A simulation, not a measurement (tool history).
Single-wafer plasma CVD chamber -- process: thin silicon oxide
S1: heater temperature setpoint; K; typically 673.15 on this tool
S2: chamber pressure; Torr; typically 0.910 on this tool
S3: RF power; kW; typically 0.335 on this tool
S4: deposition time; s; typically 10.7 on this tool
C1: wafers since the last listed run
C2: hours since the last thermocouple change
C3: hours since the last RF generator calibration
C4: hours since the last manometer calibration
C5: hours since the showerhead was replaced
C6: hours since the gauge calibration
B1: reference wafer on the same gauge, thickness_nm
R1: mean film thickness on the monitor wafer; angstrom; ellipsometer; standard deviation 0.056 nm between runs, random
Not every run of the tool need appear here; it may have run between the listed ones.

run,hour,S1,S2,S3,S4,C1,C2,C3,C4,C5,C6,B1,R1
1,0.0,673.15,0.910,0.335,10.7,0,1944.5,96.7,2281.8,4765.7,1130.6,19.411,228.68
2,14.9,673.15,0.910,0.335,10.7,276,1959.4,111.6,2296.7,4780.6,1145.5,19.392,229.16
3,28.3,673.15,0.910,0.335,10.7,249,1972.8,125.0,2310.1,4794.0,1158.9,19.394,230.20
4,42.9,673.15,0.910,0.335,10.7,271,1987.4,139.6,2324.7,4808.6,1173.5,19.411,229.07
5,62.4,682.15,0.910,0.335,10.7,362,2006.9,159.1,2344.2,4828.1,1193.0,19.393,228.75
6,92.5,673.15,0.910,0.335,10.7,559,2037.0,189.2,2374.3,4858.2,1223.1,19.388,229.48
7,108.6,673.15,0.741,0.335,12.4,299,2053.1,205.3,2390.4,4874.3,1239.2,19.380,216.71
8,144.4,665.15,0.910,0.335,10.7,665,2088.9,241.1,2426.2,4910.1,1275.0,19.394,232.11
9,160.1,673.15,0.910,0.335,10.7,291,2104.6,256.8,2441.9,4925.8,1290.7,19.395,229.88
# hour 183.2: thermocouple changed; heater temperature recalibrated
10,184.3,673.15,0.749,0.280,9.6,301,1.1,281.0,2466.1,4950.0,1314.9,19.409,162.38
# hour 189.2: gauge calibrated
11,219.0,673.15,0.910,0.335,10.7,644,35.8,315.7,2500.8,4984.7,29.8,19.399,229.57
# hour 229.8: capacitance manometer re-zeroed and calibrated
12,248.0,673.15,0.910,0.335,10.7,390,64.8,344.7,18.2,5013.7,58.8,19.395,218.43
13,277.1,673.15,0.910,0.335,10.7,540,93.9,373.8,47.3,5042.8,87.9,19.394,218.35
# hour 308.3: showerhead replaced
14,312.4,673.15,0.910,0.335,10.7,507,129.2,409.1,82.6,4.1,123.2,19.408,218.02
15,347.3,665.15,0.700,0.310,8.8,648,164.1,444.0,117.5,39.0,158.1,19.405,133.17
16,367.5,673.15,0.910,0.335,10.7,375,184.3,464.2,137.7,59.2,178.3,19.394,218.38
17,396.2,673.15,0.910,0.300,10.7,533,213.0,492.9,166.4,87.9,207.0,19.413,212.28
18,415.5,673.15,0.910,0.335,11.6,358,232.3,512.2,185.7,107.2,226.3,19.392,236.10
19,439.2,673.15,0.910,0.400,10.7,440,256.0,535.9,209.4,130.9,250.0,19.407,228.64
20,455.3,668.15,0.910,0.315,12.5,299,272.1,552.0,225.5,147.0,266.1,19.404,254.47
21,501.2,673.15,0.910,0.335,10.7,852,318.0,597.9,271.4,192.9,312.0,19.402,220.46
22,529.1,685.15,1.106,0.290,10.7,518,345.9,625.8,299.3,220.8,339.9,19.385,246.56
23,546.7,673.15,0.910,0.335,10.7,327,363.5,643.4,316.9,238.4,357.5,19.414,220.94
24,564.1,673.15,0.910,0.335,10.7,323,380.9,660.8,334.3,255.8,374.9,19.401,219.34
25,584.3,686.15,0.910,0.395,10.7,375,401.1,681.0,354.5,276.0,395.1,19.397,225.61
26,608.2,687.15,0.997,0.390,12.4,444,425.0,704.9,378.4,299.9,419.0,19.401,283.11
27,629.8,673.15,0.849,0.385,9.7,401,446.6,726.5,400.0,321.5,440.6,19.399,192.18
28,663.4,673.15,0.910,0.290,11.9,624,480.2,760.1,433.6,355.1,474.2,19.400,237.31

Alternative continuations, all from the tool just after run 28; predict every row:
A,663.8,673.15,0.910,0.335,12.0,7,480.6,760.5,434.0,355.5,474.6,?,?
B,663.8,678.15,0.910,0.335,10.7,7,480.6,760.5,434.0,355.5,474.6,?,?
C,663.8,673.15,1.028,0.335,10.7,7,480.6,760.5,434.0,355.5,474.6,?,?
D,663.8,681.15,0.910,0.275,10.7,7,480.6,760.5,434.0,355.5,474.6,?,?
E,663.8,673.15,1.018,0.335,10.7,7,480.6,760.5,434.0,355.5,474.6,?,?

run,B1,R1
A,19.393,247.15
B,19.393,219.63
C,19.393,244.13
D,19.393,209.84
E,19.393,242.34
Without the tool's hidden state the same runs would have given:
run,R1
A,244.00
B,216.83
C,241.68
D,207.17
E,239.91
